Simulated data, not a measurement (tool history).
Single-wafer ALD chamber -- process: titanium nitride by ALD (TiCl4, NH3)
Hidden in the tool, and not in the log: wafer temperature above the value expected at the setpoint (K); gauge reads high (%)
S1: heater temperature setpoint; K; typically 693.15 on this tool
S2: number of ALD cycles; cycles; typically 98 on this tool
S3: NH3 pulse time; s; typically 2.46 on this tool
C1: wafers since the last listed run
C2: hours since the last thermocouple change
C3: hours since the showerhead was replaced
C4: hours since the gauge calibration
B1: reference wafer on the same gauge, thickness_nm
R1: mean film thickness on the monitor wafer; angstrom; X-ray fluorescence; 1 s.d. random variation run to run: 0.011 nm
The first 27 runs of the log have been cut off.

| run | day | S1 | S2 | S3 | C1 | C2 | C3 | C4 | B1 | R1 |
|---|---|---|---|---|---|---|---|---|---|---|
|  | 15.675 | showerhead replaced |
| 28 | 15.696 | 684.15 | 91 | 2.46 | 7 | 200.1 | 0.5 | 156.7 | 1.918 | 21.26 |
| 29 | 16.258 | 683.15 | 79 | 2.86 | 35 | 213.6 | 14 | 170.2 | 1.921 | 18.53 |
| 30 | 16.842 | 693.15 | 98 | 2.46 | 36 | 227.6 | 28 | 184.2 | 1.918 | 22.79 |
| 31 | 18.004 | 693.15 | 98 | 2.46 | 72 | 255.5 | 55.9 | 212.1 | 1.924 | 22.81 |
| 32 | 18.404 | 701.15 | 98 | 2.46 | 25 | 265.1 | 65.5 | 221.7 | 1.917 | 22.93 |
| 33 | 18.738 | 681.15 | 110 | 3.14 | 20 | 273.1 | 73.5 | 229.7 | 1.919 | 25.8 |
| 34 | 19.025 | 701.15 | 98 | 2.46 | 17 | 280 | 80.4 | 236.6 | 1.922 | 22.92 |
| 35 | 19.717 | 684.15 | 98 | 2.46 | 43 | 296.6 | 97 | 253.2 | 1.918 | 22.74 |
| 36 | 20.196 | 681.15 | 110 | 3.14 | 29 | 308.1 | 108.5 | 264.7 | 1.921 | 25.85 |
| 37 | 20.642 | 702.15 | 81 | 1.5 | 27 | 318.8 | 119.2 | 275.4 | 1.919 | 18.73 |
| 38 | 21.317 | 693.15 | 105 | 1.66 | 42 | 335 | 135.4 | 291.6 | 1.92 | 24.33 |
| 39 | 22.042 | 707.15 | 98 | 2.46 | 45 | 352.4 | 152.8 | 309 | 1.92 | 23.03 |
| 40 | 22.608 | 682.15 | 108 | 2.9 | 35 | 366 | 166.4 | 322.6 | 1.92 | 25.24 |

Branching from run 40: 4 alternative next runs. What would each branch give?
| A | 22.633 | 693.15 | 108 | 2.46 | 1 | 366.6 | 167 | 323.2 | ? | ? |
| B | 22.633 | 698.15 | 98 | 2.46 | 1 | 366.6 | 167 | 323.2 | ? | ? |
| C | 22.633 | 678.15 | 104 | 2.95 | 1 | 366.6 | 167 | 323.2 | ? | ? |
| D | 22.633 | 693.15 | 98 | 1.92 | 1 | 366.6 | 167 | 323.2 | ? | ? |

| run | B1 | R1 |
|---|---|---|
| A | 1.92 | 24.9 |
| B | 1.92 | 22.62 |
| C | 1.92 | 24.02 |
| D | 1.92 | 22.46 |
With no hidden state in the tool, these same runs would have given:
| run | R1 |
|---|---|
| A | 24.9 |
| B | 22.62 |
| C | 24.02 |
| D | 22.46 |
